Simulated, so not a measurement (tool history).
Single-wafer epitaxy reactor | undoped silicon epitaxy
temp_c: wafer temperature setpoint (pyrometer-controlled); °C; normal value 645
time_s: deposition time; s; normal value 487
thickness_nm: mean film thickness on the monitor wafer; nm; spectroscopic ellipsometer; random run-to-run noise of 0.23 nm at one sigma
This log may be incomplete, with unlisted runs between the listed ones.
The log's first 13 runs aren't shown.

run	hour	temp_c	time_s	wafers since the last listed run	hours since the last pyrometer calibration	hours since the gauge calibration	read-back reference wafer on the same gauge, thickness_nm	thickness_nm
14	366.0	639	513	65	1485.3	28.6	65.726	59.830
15	393.9	639	513	142	1513.2	56.5	65.704	59.328
16	422.2	656	487	145	1541.5	84.8	65.723	81.260
17	435.5	656	487	68	1554.8	98.1	65.650	80.773
18	451.3	638	409	80	1570.6	113.9	65.699	46.229
19	469.1	645	487	91	1588.4	131.7	65.630	63.798
# hour 493.8: pyrometer calibrated
20	504.7	645	487	141	10.9	167.3	65.652	69.060
21	536.0	645	487	160	42.2	198.6	65.698	69.320
22	566.1	634	521	154	72.3	228.7	65.705	58.377
23	592.9	631	435	137	99.1	255.5	65.690	45.875
24	605.6	645	487	65	111.8	268.2	65.732	68.828
25	641.2	657	427	182	147.4	303.8	65.737	77.287
26	675.6	645	574	176	181.8	338.2	65.732	81.228
27	702.8	653	487	139	209.0	365.4	65.679	81.314
28	715.3	640	487	64	221.5	377.9	65.699	62.362
29	733.7	645	446	94	239.9	396.3	65.660	63.115
30	747.1	645	487	68	253.3	409.7	65.705	69.240
31	773.1	639	561	133	279.3	435.7	65.716	70.071
32	799.6	645	487	135	305.8	462.2	65.648	68.942
33	817.1	645	487	89	323.3	479.7	65.722	69.001
34	837.2	637	538	103	343.4	499.8	65.716	63.967
35	872.9	645	557	182	379.1	535.5	65.725	78.561

Branching from run 35: 4 alternative next runs. What would each branch give?
A	873.4	645	572	2	379.6	536.0	?	?
B	873.4	658	416	2	379.6	536.0	?	?
C	873.4	652	462	2	379.6	536.0	?	?
D	873.4	640	423	2	379.6	536.0	?	?

run	read-back reference wafer on the same gauge, thickness_nm	thickness_nm
A	65.745	80.707
B	65.745	76.896
C	65.745	75.458
D	65.745	53.689
Without the tool's hidden state the same runs would have given:
run	thickness_nm
A	81.098
B	77.259
C	75.819
D	53.952

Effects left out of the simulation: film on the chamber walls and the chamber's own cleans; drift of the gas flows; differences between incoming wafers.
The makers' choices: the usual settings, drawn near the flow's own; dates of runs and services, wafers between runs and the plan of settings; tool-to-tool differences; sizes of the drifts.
